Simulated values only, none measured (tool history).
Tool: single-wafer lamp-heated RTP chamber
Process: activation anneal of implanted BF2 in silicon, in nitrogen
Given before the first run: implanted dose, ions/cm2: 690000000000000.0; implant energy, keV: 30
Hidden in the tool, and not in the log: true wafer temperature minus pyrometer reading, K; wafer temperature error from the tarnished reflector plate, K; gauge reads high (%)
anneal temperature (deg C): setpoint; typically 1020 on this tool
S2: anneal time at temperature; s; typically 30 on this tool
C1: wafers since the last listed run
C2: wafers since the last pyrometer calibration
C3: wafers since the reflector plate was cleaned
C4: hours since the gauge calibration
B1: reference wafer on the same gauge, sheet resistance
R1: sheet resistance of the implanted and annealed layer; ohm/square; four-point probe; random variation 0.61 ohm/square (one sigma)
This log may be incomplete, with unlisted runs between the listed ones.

run 1 hour=0.0 | anneal_temperature_(deg_C)=1020 S2=30 | C1=0 C2=1911 C3=756 C4=704.6 | B1=184.41 | R1=185.47
run 2 hour=46.9 | anneal_temperature_(deg_C)=1020 S2=30 | C1=319 C2=2230 C3=1075 C4=751.5 | B1=184.52 | R1=185.83
run 3 hour=137.3 | anneal_temperature_(deg_C)=1020 S2=30 | C1=615 C2=2846 C3=1691 C4=841.9 | B1=184.70 | R1=184.22
run 4 hour=219.7 | anneal_temperature_(deg_C)=1020 S2=30 | C1=561 C2=3407 C3=2252 C4=924.3 | B1=184.84 | R1=186.20
-- hour=257.3 pyrometer window cleaned and pyrometer calibrated
run 5 hour=290.5 | anneal_temperature_(deg_C)=1020 S2=30 | C1=427 C2=226 C3=2679 C4=995.1 | B1=184.91 | R1=186.52
run 6 hour=337.1 | anneal_temperature_(deg_C)=1020 S2=30 | C1=317 C2=543 C3=2997 C4=1041.7 | B1=185.51 | R1=185.12
run 7 hour=375.0 | anneal_temperature_(deg_C)=1020 S2=44 | C1=258 C2=801 C3=3255 C4=1079.6 | B1=185.63 | R1=184.35
run 8 hour=430.6 | anneal_temperature_(deg_C)=1020 S2=44 | C1=378 C2=1180 C3=3633 C4=1135.2 | B1=185.52 | R1=183.16
run 9 hour=476.9 | anneal_temperature_(deg_C)=1020 S2=44 | C1=315 C2=1495 C3=3949 C4=1181.5 | B1=185.66 | R1=183.70
run 10 hour=566.4 | anneal_temperature_(deg_C)=1020 S2=30 | C1=609 C2=2104 C3=4558 C4=1271.0 | B1=186.07 | R1=186.70
run 11 hour=635.4 | anneal_temperature_(deg_C)=1034 S2=30 | C1=469 C2=2574 C3=5028 C4=1340.0 | B1=186.09 | R1=184.08
run 12 hour=717.1 | anneal_temperature_(deg_C)=1039 S2=30 | C1=556 C2=3130 C3=5584 C4=1421.7 | B1=186.64 | R1=182.04
-- hour=774.7 pyrometer window cleaned and pyrometer calibrated
run 13 hour=776.3 | anneal_temperature_(deg_C)=1020 S2=30 | C1=348 C2=10 C3=5933 C4=1480.9 | B1=187.01 | R1=188.47
run 14 hour=831.4 | anneal_temperature_(deg_C)=1020 S2=30 | C1=375 C2=385 C3=6308 C4=1536.0 | B1=187.12 | R1=186.87
run 15 hour=905.9 | anneal_temperature_(deg_C)=1020 S2=25 | C1=507 C2=893 C3=6815 C4=1610.5 | B1=187.51 | R1=190.34
-- hour=975.6 reflector plate cleaned
run 16 hour=976.9 | anneal_temperature_(deg_C)=996 S2=30 | C1=428 C2=1322 C3=9 C4=1681.5 | B1=187.94 | R1=197.31
run 17 hour=1076.9 | anneal_temperature_(deg_C)=996 S2=30 | C1=680 C2=2002 C3=690 C4=1781.5 | B1=188.61 | R1=198.10
run 18 hour=1137.1 | anneal_temperature_(deg_C)=1020 S2=30 | C1=409 C2=2412 C3=1099 C4=1841.7 | B1=188.91 | R1=189.53
-- hour=1145.7 gauge calibrated
-- hour=1203.3 pyrometer window cleaned and pyrometer calibrated
run 19 hour=1208.6 | anneal_temperature_(deg_C)=1020 S2=30 | C1=432 C2=36 C3=1532 C4=62.9 | B1=184.53 | R1=185.37
run 20 hour=1307.5 | anneal_temperature_(deg_C)=1036 S2=36 | C1=673 C2=709 C3=2205 C4=161.8 | B1=184.47 | R1=179.79
run 21 hour=1367.6 | anneal_temperature_(deg_C)=1020 S2=44 | C1=409 C2=1119 C3=2615 C4=221.9 | B1=184.75 | R1=182.98
run 22 hour=1405.4 | anneal_temperature_(deg_C)=1020 S2=30 | C1=257 C2=1376 C3=2872 C4=259.7 | B1=184.75 | R1=184.80
run 23 hour=1442.1 | anneal_temperature_(deg_C)=1020 S2=30 | C1=249 C2=1626 C3=3122 C4=296.4 | B1=184.77 | R1=184.75
run 24 hour=1489.5 | anneal_temperature_(deg_C)=1008 S2=42 | C1=322 C2=1949 C3=3445 C4=343.8 | B1=184.92 | R1=187.54
run 25 hour=1538.6 | anneal_temperature_(deg_C)=1031 S2=41 | C1=334 C2=2283 C3=3779 C4=392.9 | B1=184.89 | R1=181.04
run 26 hour=1598.2 | anneal_temperature_(deg_C)=1047 S2=30 | C1=405 C2=2689 C3=4185 C4=452.5 | B1=185.02 | R1=179.27
-- hour=1639.4 pyrometer window cleaned and pyrometer calibrated
run 27 hour=1650.0 | anneal_temperature_(deg_C)=1045 S2=38 | C1=298 C2=72 C3=4483 C4=504.3 | B1=184.74 | R1=178.41
run 28 hour=1727.2 | anneal_temperature_(deg_C)=1020 S2=30 | C1=525 C2=598 C3=5009 C4=581.5 | B1=185.11 | R1=186.64
run 29 hour=1827.9 | anneal_temperature_(deg_C)=1002 S2=30 | C1=685 C2=1283 C3=5694 C4=682.2 | B1=185.18 | R1=193.56
run 30 hour=1892.9 | anneal_temperature_(deg_C)=1008 S2=42 | C1=442 C2=1726 C3=6137 C4=747.2 | B1=185.49 | R1=187.34
run 31 hour=1948.4 | anneal_temperature_(deg_C)=1039 S2=18 | C1=377 C2=2104 C3=6515 C4=802.7 | B1=185.45 | R1=185.18
run 32 hour=2002.6 | anneal_temperature_(deg_C)=1011 S2=35 | C1=369 C2=2473 C3=6884 C4=856.9 | B1=185.96 | R1=188.55
run 33 hour=2100.7 | anneal_temperature_(deg_C)=1036 S2=18 | C1=667 C2=3141 C3=7552 C4=955.0 | B1=185.90 | R1=186.19
-- hour=2120.7 reflector plate cleaned
-- hour=2140.7 pyrometer window cleaned and pyrometer calibrated
run 34 hour=2161.9 | anneal_temperature_(deg_C)=994 S2=12 | C1=307 C2=144 C3=225 C4=1016.2 | B1=186.04 | R1=205.39

What if the next run were any one of these 4? Each begins from the tool's condition after run 34:
run A hour=2162.3 | anneal_temperature_(deg_C)=1020 S2=19 | C1=2 C2=146 C3=228 C4=1016.6 | B1=? | R1=?
run B hour=2162.3 | anneal_temperature_(deg_C)=1046 S2=15 | C1=2 C2=146 C3=228 C4=1016.6 | B1=? | R1=?
run C hour=2162.3 | anneal_temperature_(deg_C)=1020 S2=36 | C1=2 C2=146 C3=228 C4=1016.6 | B1=? | R1=?
run D hour=2162.3 | anneal_temperature_(deg_C)=1002 S2=12 | C1=2 C2=146 C3=228 C4=1016.6 | B1=? | R1=?

run=A B1=186.05 R1=190.44
run=B B1=186.05 R1=186.11
run=C B1=186.05 R1=185.91
run=D B1=186.05 R1=200.74
The same runs, with their run-to-run variation unchanged, on a tool lacking any hidden condition would have given:
run=A R1=188.26
run=B R1=183.98
run=C R1=183.78
run=D R1=198.44
